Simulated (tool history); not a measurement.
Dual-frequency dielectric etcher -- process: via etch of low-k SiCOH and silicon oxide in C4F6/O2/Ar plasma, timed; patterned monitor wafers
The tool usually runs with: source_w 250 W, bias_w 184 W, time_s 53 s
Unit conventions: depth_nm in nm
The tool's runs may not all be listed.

run,hour,source_w,bias_w,time_s,wafers since the last listed run,hours since the last wet clean,hours since the last source power generator calibration,hours since the last bias power generator calibration,hours since the last upper electrode change,hours since the gauge calibration,"read-back reference wafer on the same gauge, depth_nm",depth_nm
1,0,250,184,53,0,15.7,4549.4,1601.3,1768,245.9,143,124
2,90.3,250,184,53,1583,106,4639.7,1691.6,1858.3,336.2,143,124
3,187,250,184,53,1696,202.7,4736.4,1788.3,1955,432.9,143,122.6
4,294.6,250,184,53,1887,310.3,4844,1895.9,2062.6,540.5,143,122
5,342.5,250,172,53,840,358.2,4891.9,1943.8,2110.5,588.4,143,118.5
# hour 400.8: wet clean of the chamber
6,448.4,250,172,53,1436,47.6,4997.8,2049.7,2216.4,694.3,143.1,121.3
7,550.8,250,184,53,1796,150,5100.2,2152.1,2318.8,796.7,142.9,124
8,652.1,250,184,42,1776,251.3,5201.5,2253.4,2420.1,898,143,97.8
# hour 751: upper electrode replaced
9,751.5,290,184,53,1322,350.7,5300.9,2352.8,0.5,997.4,143,125.7
# hour 824.7: source power generator calibrated
10,827,250,184,53,1254,426.2,2.3,2428.3,76,1072.9,142.9,121.1
# hour 879.9: wet clean of the chamber
11,885.7,250,160,53,608,5.8,61,2487,134.7,1131.6,143.1,116.8
12,943.6,250,160,53,1015,63.7,118.9,2544.9,192.6,1189.5,143.1,116.5
# hour 1041.9: gauge calibrated
13,1107.3,250,184,53,2871,227.4,282.6,2708.6,356.3,65.4,143,121.4
14,1145.1,250,220,43.5,662,265.2,320.4,2746.4,394.1,103.2,143.1,107.2
15,1196.1,220,154,65.5,894,316.2,371.4,2797.4,445.1,154.2,143,135.8
16,1235.2,250,184,53,685,355.3,410.5,2836.5,484.2,193.3,143.1,121.2
17,1274.2,280,200,45,684,394.3,449.5,2875.5,523.2,232.3,143,108.6
# hour 1287.1: bias power generator calibrated
# hour 1302.7: wet clean of the chamber
18,1341.3,250,164,37,833,38.6,516.6,54.2,590.3,299.4,142.9,82.1
19,1423.7,250,184,53,1445,121,599,136.6,672.7,381.8,143,122.4
20,1509.1,250,184,53,1497,206.4,684.4,222,758.1,467.2,143,122.3
21,1569.1,250,184,53,1052,266.4,744.4,282,818.1,527.2,143,121.6
22,1645.8,280,207,64,1345,343.1,821.1,358.7,894.8,603.9,143,156.4
23,1693.1,250,184,41.5,829,390.4,868.4,406,942.1,651.2,143.1,94.3
# hour 1749.7: wet clean of the chamber
24,1763.3,250,184,53,810,13.6,938.6,476.2,1012.3,721.4,143,125.3
25,1863.6,200,211,42,1759,113.9,1038.9,576.5,1112.6,821.7,143,99.7
26,1964.9,250,147,53,1776,215.2,1140.2,677.8,1213.9,923,143,112.7
27,2063.6,220,144,57,1731,313.9,1238.9,776.5,1312.6,1021.7,143,116.1

Pick out some run-to-run changes in depth_nm. Of each, how much would a tool without hidden state show as well, from the settings, what came in and chance, and how much is left for the hidden state and any gauge scatter not in both results compared?
The tool's hidden condition here consists of: etch rate over this chamber's usual, %; source power that arrives over what is set, %; bias power that arrives over what is set, %; gauge reads high (%).
Run 5 -> 6: wet clean of the chamber. depth_nm +2.8 nm: hidden state +3, all else -0.2.
Run 18 -> 19: bias_w 164 -> 184, time_s 37 -> 53. depth_nm +40.3 nm: hidden state -1, all else +41.3.
Run 22 -> 23: source_w 280 -> 250, bias_w 207 -> 184, time_s 64 -> 41.5. depth_nm -62.1 nm: hidden state +1.5, all else -63.6.
Run 23 -> 24: time_s 41.5 -> 53, wet clean of the chamber. depth_nm +31 nm: hidden state +3.2, all else +27.8.
